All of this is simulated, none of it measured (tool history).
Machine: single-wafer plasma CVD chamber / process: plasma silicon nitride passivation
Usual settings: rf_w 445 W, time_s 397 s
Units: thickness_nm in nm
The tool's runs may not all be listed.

run   hour  rf_w  time_s  read-back reference wafer on the same gauge, thickness_nm  thickness_nm
  1      0   380     397                                                    692.352       560.803
  2   10.7   380     397                                                    693.448       563.902
  3   24.5   380     397                                                    693.286       566.032
  4     41   445     459                                                    693.053       675.257
  5   52.7   445     360                                                    692.919       530.212
  6   61.4   445     360                                                    692.865        532.02
  7   73.8   445     360                                                     692.79       529.916
  8   84.2   445     397                                                    692.929       587.186
  9   95.7   445     397                                                    693.499       586.908
 10  110.5   490     429                                                    692.697       650.482
 11  142.7   445     397                                                    693.544       587.382
 12  154.1   415     397                                                    693.332       576.313
 13  170.9   415     397                                                    692.965       575.538
 14  180.3   415     397                                                    692.794       579.488
 15  188.9   445     397                                                    693.207       584.454
 16  206.1   445     397                                                     693.37       587.615
     210.8  -- gauge calibrated
 17  212.5   445     397                                                    693.033       585.376
 18  219.5   400     440                                                    692.895       634.163
 19    242   380     397                                                    693.058       562.634
 20  254.8   445     397                                                    692.583       586.702
       263  -- RF generator calibrated
 21  271.2   445     397                                                    692.386       587.496
 22  285.3   445     376                                                    693.086       557.255
     296.1  -- showerhead replaced
 23    302   360     349                                                    693.438       490.822
 24  312.2   395     340                                                    693.719       487.565
 25  327.5   480     330                                                    692.563        498.27
 26  339.1   380     397                                                    693.561        563.54
 27  356.6   520     397                                                    693.029       610.807
 28  372.1   405     363                                                    692.839       524.649
 29  386.6   510     397                                                    693.546       607.943
 30  393.5   445     397                                                    693.289       587.022
 31  401.5   490     326                                                    693.299       494.195
 32  418.7   495     361                                                     692.61       549.386

Each row is a separate what-if for the run after 32, all from the same tool condition, not one after another. Results?
  A  419.2   445     338                                                          ?             ?
  B  419.2   485     338                                                          ?             ?
  C  419.2   525     333                                                          ?             ?
  D  419.2   395     443                                                          ?             ?

run  read-back reference wafer on the same gauge, thickness_nm  thickness_nm
  A                                                    692.724       499.368
  B                                                    692.724       510.664
  C                                                    692.724       513.691
  D                                                    692.724       634.817
With the hidden condition removed and each run's random variation left untouched, the same runs would have given:
run  thickness_nm
  A       499.368
  B       510.664
  C       513.691
  D       634.817
